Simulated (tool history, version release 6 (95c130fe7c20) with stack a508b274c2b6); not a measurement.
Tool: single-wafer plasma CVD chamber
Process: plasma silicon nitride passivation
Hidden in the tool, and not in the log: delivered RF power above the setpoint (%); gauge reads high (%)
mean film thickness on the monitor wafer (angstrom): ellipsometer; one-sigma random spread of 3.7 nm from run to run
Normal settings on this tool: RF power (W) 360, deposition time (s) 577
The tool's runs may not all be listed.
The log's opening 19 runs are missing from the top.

run      day  RF power (W)  deposition time (s)  wafers since the last listed run  hours since the last RF generator calibration  hours since the showerhead was replaced  hours since the gauge calibration  read-back reference wafer on the same gauge, thickness_nm  mean film thickness on the monitor wafer (angstrom)
 20   62.125           360                  643                               375                                         1751.8                                   3707.7                             3336.1                                                    720.907                                              8333.60
 21   65.908           360                  666                               362                                         1842.6                                   3798.5                             3426.9                                                    719.247                                              8562.59
 22   70.221           315                  514                               412                                         1946.1                                   3902.0                             3530.4                                                    720.650                                              6244.52
 23   73.204           360                  506                               285                                         2017.7                                   3973.6                             3602.0                                                    722.640                                              6607.81
 24   76.975           405                  516                               360                                         2108.2                                   4064.1                             3692.5                                                    722.825                                              7000.27
      78.304  -- RF generator calibrated
 25   80.129           360                  577                               270                                           43.8                                   4139.8                             3768.2                                                    725.531                                              7592.92
      83.942  -- gauge calibrated
 26   84.392           340                  500                               408                                          146.1                                   4242.1                               10.8                                                    704.388                                              6172.36
 27   88.508           315                  533                               394                                          244.9                                   4340.9                              109.6                                                    702.171                                              6390.75
 28   92.175           360                  577                               351                                          332.9                                   4428.9                              197.6                                                    703.098                                              7206.39
 29   94.321           340                  621                               205                                          384.4                                   4480.4                              249.1                                                    701.827                                              7632.59
 30   96.696           360                  577                               227                                          441.4                                   4537.4                              306.1                                                    705.424                                              7250.44
 31   99.938           380                  673                               310                                          519.2                                   4615.2                              383.9                                                    703.460                                              8675.19
 32  102.242           360                  492                               220                                          574.5                                   4670.5                              439.2                                                    703.071                                              6180.15
 33  105.246           330                  500                               287                                          646.6                                   4742.6                              511.3                                                    703.839                                              6068.58
     106.800  -- showerhead replaced
 34  107.900           315                  664                               222                                          710.3                                     26.4                              575.0                                                    705.369                                              7993.71
 35  111.575           360                  577                               351                                          798.5                                    114.6                              663.2                                                    703.424                                              7295.10
 36  114.750           360                  577                               303                                          874.7                                    190.8                              739.4                                                    704.561                                              7279.20
 37  117.338           360                  577                               247                                          936.8                                    252.9                              801.5                                                    704.731                                              7275.59
 38  120.738           295                  651                               325                                         1018.4                                    334.5                              883.1                                                    704.947                                              7543.14
 39  124.762           360                  577                               385                                         1115.0                                    431.1                              979.7                                                    706.734                                              7303.00
 40  127.533           315                  640                               265                                         1181.5                                    497.6                             1046.2                                                    706.204                                              7603.17
 41  129.175           400                  675                               157                                         1220.9                                    537.0                             1085.6                                                    704.242                                              8935.37
 42  132.817           405                  525                               348                                         1308.3                                    624.4                             1173.0                                                    705.030                                              7025.30
 43  134.596           405                  475                               170                                         1351.0                                    667.1                             1215.7                                                    706.181                                              6326.08

Alternative continuations, all from the tool just after run 43; predict every row:
  A  134.621           360                  577                                 2                                         1351.6                                    667.7                             1216.3                                                          ?                                                    ?
  B  134.621           335                  506                                 2                                         1351.6                                    667.7                             1216.3                                                          ?                                                    ?
  C  134.621           420                  511                                 2                                         1351.6                                    667.7                             1216.3                                                          ?                                                    ?
  D  134.621           360                  646                                 2                                         1351.6                                    667.7                             1216.3                                                          ?                                                    ?
  E  134.621           390                  643                                 2                                         1351.6                                    667.7                             1216.3                                                          ?                                                    ?

run  read-back reference wafer on the same gauge, thickness_nm  mean film thickness on the monitor wafer (angstrom)
  A                                                    706.849                                              7318.93
  B                                                    706.849                                              6216.01
  C                                                    706.849                                              6918.91
  D                                                    706.849                                              8194.15
  E                                                    706.849                                              8441.59
Take away the tool's hidden state, keep each run's random variation, and the runs would have read:
run  mean film thickness on the monitor wafer (angstrom)
  A                                              7279.01
  B                                              6182.11
  C                                              6881.18
  D                                              8149.47
  E                                              8395.56
